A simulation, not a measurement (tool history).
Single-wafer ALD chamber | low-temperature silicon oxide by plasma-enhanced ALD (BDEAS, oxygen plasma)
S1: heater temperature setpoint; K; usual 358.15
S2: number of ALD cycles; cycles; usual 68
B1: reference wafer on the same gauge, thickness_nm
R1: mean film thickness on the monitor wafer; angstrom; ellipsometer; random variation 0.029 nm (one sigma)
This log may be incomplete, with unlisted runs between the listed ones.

run	hour	S1	S2	B1	R1
1	0.0	358.15	75	9.510	115.45
2	10.0	358.15	75	9.495	116.14
3	21.2	358.15	75	9.504	115.34
4	27.6	358.15	68	9.508	104.51
5	38.9	358.15	68	9.499	105.35
6	45.1	365.15	78	9.497	117.48
7	55.0	365.15	78	9.502	117.84
8	63.0	358.15	68	9.501	104.58
9	80.1	358.15	68	9.498	104.65
10	89.3	358.15	68	9.500	105.25
11	106.2	358.15	68	9.501	104.63
12	112.9	358.15	68	9.502	104.70
13	121.8	358.15	68	9.509	105.41
14	130.1	358.15	68	9.497	104.47
15	142.1	358.15	65	9.505	100.61
16	157.7	358.15	65	9.500	100.46
# hour 181.9: thermocouple changed; heater temperature recalibrated
17	182.4	358.15	65	9.501	100.28
18	184.5	361.15	61	9.498	93.11
19	197.7	361.15	61	9.498	93.66
20	215.5	358.15	68	9.494	105.23
21	228.2	358.15	68	9.500	105.26
22	244.2	358.15	68	9.499	105.06
23	258.7	370.15	80	9.502	119.53

Run 24 is up next; what results do you expect?
24	274.4	351.15	68	?	?

B1: 9.498
R1: 107.14 angstrom
The same run, on a tool lacking any hidden state, would have yielded R1 107.14 angstrom.

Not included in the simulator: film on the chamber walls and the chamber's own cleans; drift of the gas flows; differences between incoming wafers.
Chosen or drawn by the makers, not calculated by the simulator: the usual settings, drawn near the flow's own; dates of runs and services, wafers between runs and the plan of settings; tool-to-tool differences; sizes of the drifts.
